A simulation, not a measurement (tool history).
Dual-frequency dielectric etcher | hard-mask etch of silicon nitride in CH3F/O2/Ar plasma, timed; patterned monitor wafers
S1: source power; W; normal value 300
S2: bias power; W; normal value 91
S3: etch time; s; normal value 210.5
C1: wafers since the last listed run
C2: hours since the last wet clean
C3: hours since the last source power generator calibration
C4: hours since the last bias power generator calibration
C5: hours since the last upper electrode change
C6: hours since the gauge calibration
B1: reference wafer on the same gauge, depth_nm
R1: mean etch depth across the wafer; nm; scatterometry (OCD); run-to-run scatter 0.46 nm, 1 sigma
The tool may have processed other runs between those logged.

| run | hour | S1 | S2 | S3 | C1 | C2 | C3 | C4 | C5 | C6 | B1 | R1 |
|---|---|---|---|---|---|---|---|---|---|---|---|---|
| 1 | 0.0 | 300 | 75 | 210.5 | 0 | 470.7 | 2916.1 | 1700.6 | 3654.1 | 113.1 | 131.0 | 129.4 |
| 2 | 21.6 | 340 | 91 | 210.5 | 197 | 492.3 | 2937.7 | 1722.2 | 3675.7 | 134.7 | 131.0 | 144.8 |
| 3 | 43.5 | 340 | 91 | 210.5 | 200 | 514.2 | 2959.6 | 1744.1 | 3697.6 | 156.6 | 131.0 | 146.1 |
| 4 | 68.3 | 340 | 91 | 210.5 | 227 | 539.0 | 2984.4 | 1768.9 | 3722.4 | 181.4 | 131.0 | 145.9 |
|  | 73.3 | gauge calibrated |
| 5 | 85.8 | 280 | 76 | 210.5 | 160 | 556.5 | 3001.9 | 1786.4 | 3739.9 | 12.5 | 131.0 | 126.1 |
| 6 | 114.2 | 280 | 76 | 210.5 | 260 | 584.9 | 3030.3 | 1814.8 | 3768.3 | 40.9 | 131.0 | 126.5 |
| 7 | 145.5 | 300 | 91 | 210.5 | 286 | 616.2 | 3061.6 | 1846.1 | 3799.6 | 72.2 | 131.1 | 139.3 |
|  | 176.1 | wet clean of the chamber |
|  | 178.5 | source power generator calibrated |
| 8 | 179.0 | 360 | 81 | 210.5 | 65 | 2.9 | 0.5 | 1879.6 | 3833.1 | 105.7 | 131.0 | 138.2 |
| 9 | 179.3 | 220 | 91 | 170.5 | 2 | 3.2 | 0.8 | 1879.9 | 3833.4 | 106.0 | 131.0 | 95.2 |

What will run 10 give?
| 10 | 198.1 | 340 | 91 | 210.5 | 172 | 22.0 | 19.6 | 1898.7 | 3852.2 | 124.8 | ? | ? |

{"run 10": {"B1": 131.0, "R1": 140.8}}
On a tool with no hidden condition, and with the same random variation, this run would have come out at R1 140.4 nm.
